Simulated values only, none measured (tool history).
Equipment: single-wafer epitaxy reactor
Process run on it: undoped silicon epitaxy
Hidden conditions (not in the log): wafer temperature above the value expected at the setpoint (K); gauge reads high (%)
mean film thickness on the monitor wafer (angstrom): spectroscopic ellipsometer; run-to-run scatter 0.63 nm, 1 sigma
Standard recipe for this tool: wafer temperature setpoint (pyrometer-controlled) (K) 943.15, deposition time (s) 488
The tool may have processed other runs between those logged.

run,hour,wafer temperature setpoint (pyrometer-controlled) (K),deposition time (s),wafers since the last listed run,hours since the last pyrometer calibration,hours since the gauge calibration,"read-back reference wafer on the same gauge, thickness_nm",mean film thickness on the monitor wafer (angstrom)
1,0.0,939.15,444,0,237.2,1457.2,124.030,949.76
2,67.1,939.15,444,171,304.3,1524.3,124.189,941.99
3,173.7,943.15,488,273,410.9,1630.9,123.887,1142.52
4,256.6,953.15,488,212,493.8,1713.8,123.847,1445.76
5,313.2,943.15,488,145,550.4,1770.4,124.022,1139.58
6,394.5,943.15,488,208,631.7,1851.7,124.117,1130.98
7,480.8,947.15,488,221,718.0,1938.0,123.931,1248.96
8,554.6,947.15,488,189,791.8,2011.8,123.931,1235.31
9,795.3,943.15,488,616,1032.5,2252.5,124.097,1126.74
# hour 828.3: pyrometer calibrated
10,887.3,943.15,488,215,59.0,2344.5,123.861,1156.16
11,952.4,931.15,510,166,124.1,2409.6,124.130,894.89
12,1010.0,931.15,510,147,181.7,2467.2,123.940,900.84
13,1098.9,943.15,488,227,270.6,2556.1,123.883,1141.97
14,1206.7,943.15,488,276,378.4,2663.9,123.941,1138.38
15,1270.2,943.15,488,162,441.9,2727.4,124.044,1144.15
# hour 1303.3: gauge calibrated
16,1419.9,943.15,488,383,591.6,116.6,124.048,1144.56
17,1468.6,933.15,566,124,640.3,165.3,124.237,1041.26
18,1512.4,933.15,488,112,684.1,209.1,123.974,890.76
19,1625.6,943.15,488,290,797.3,322.3,124.158,1133.15
20,1714.8,932.15,584,228,886.5,411.5,124.025,1037.72
21,1775.4,943.15,398,155,947.1,472.1,124.123,920.22
22,1818.1,957.15,455,109,989.8,514.8,123.830,1460.99
# hour 2013.7: pyrometer calibrated
23,2014.2,938.15,518,482,0.5,710.9,124.037,1076.06

For run 24, what comes out?
24,2102.8,943.15,488,227,89.1,799.5,?,?

Logged for run 24: read-back reference wafer on the same gauge, thickness_nm 123.809, mean film thickness on the monitor wafer (angstrom) 1145.11.
With the hidden condition absent and the run-to-run variation left alone, this run would have shown mean film thickness on the monitor wafer (angstrom) 1142.42.
